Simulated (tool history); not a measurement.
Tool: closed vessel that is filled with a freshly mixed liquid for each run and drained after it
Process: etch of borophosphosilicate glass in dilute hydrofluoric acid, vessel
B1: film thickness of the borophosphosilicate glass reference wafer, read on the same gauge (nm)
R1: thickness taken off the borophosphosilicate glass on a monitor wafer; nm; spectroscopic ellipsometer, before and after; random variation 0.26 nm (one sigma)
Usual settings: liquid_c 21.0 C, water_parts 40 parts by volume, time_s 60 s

Run 1, hour 0.0: usual settings; B1 49.98. Result: R1 33.22 nm.
At hour 2.9: gauge calibrated.
Run 2, hour 29.3: usual settings; B1 50.02. Result: R1 34.26 nm.
Run 3, hour 62.6: usual settings; B1 50.00. Result: R1 33.50 nm.
Run 4, hour 81.7: usual settings; B1 50.01. Result: R1 33.96 nm.
Run 5, hour 122.6: usual settings; B1 50.02. Result: R1 33.59 nm.
Run 6, hour 148.9: usual settings; B1 50.00. Result: R1 34.21 nm.
Run 7, hour 182.3: usual settings; B1 50.00. Result: R1 33.73 nm.
Run 8, hour 211.8: usual settings; B1 49.99. Result: R1 34.03 nm.
At hour 229.9: thermometer replaced.
Run 9, hour 239.6: usual settings; B1 50.02. Result: R1 33.58 nm.
Run 10, hour 289.0: usual settings but liquid_c 18.0 C, water_parts 30 parts by volume; B1 50.01. Result: R1 39.92 nm.
At hour 313.3: hydrofluoric acid flow meter replaced.
Run 11, hour 322.5: usual settings but water_parts 20 parts by volume; B1 49.99. Result: R1 69.89 nm.
Run 12, hour 345.0: usual settings but liquid_c 18.0 C, water_parts 55 parts by volume; B1 50.00. Result: R1 21.01 nm.
At hour 369.8: gauge calibrated.
Run 13, hour 374.7: usual settings but water_parts 55 parts by volume; B1 50.00. Result: R1 23.72 nm.
Run 14, hour 409.3: usual settings; B1 50.00. Result: R1 33.80 nm.
Run 15, hour 462.8: usual settings but liquid_c 23.5 C, water_parts 60 parts by volume; B1 49.98. Result: R1 24.08 nm.
Run 16, hour 480.4: usual settings but water_parts 25 parts by volume, time_s 45 s; B1 50.02. Result: R1 40.96 nm.

5 ways to go on from here, each from the tool as it stands after run 16. What would each give?
Run A, hour 481.1: usual settings but time_s 30 s; B1 ?. Result: R1 ?.
Run B, hour 481.1: usual settings but liquid_c 23.5 C, water_parts 50 parts by volume, time_s 45 s; B1 ?. Result: R1 ?.
Run C, hour 481.1: usual settings but liquid_c 26.0 C, water_parts 50 parts by volume, time_s 80 s; B1 ?. Result: R1 ?.
Run D, hour 481.1: usual settings but liquid_c 19.0 C; B1 ?. Result: R1 ?.
Run E, hour 481.1: usual settings but time_s 85 s; B1 ?. Result: R1 ?.

run     B1     R1
  A  49.99  16.86
  B  49.99  22.18
  C  49.99  43.68
  D  49.99  30.96
  E  49.99  47.77
Without the tool's hidden state the same runs would have given:
run     R1
  A  16.86
  B  22.18
  C  43.68
  D  30.96
  E  47.77

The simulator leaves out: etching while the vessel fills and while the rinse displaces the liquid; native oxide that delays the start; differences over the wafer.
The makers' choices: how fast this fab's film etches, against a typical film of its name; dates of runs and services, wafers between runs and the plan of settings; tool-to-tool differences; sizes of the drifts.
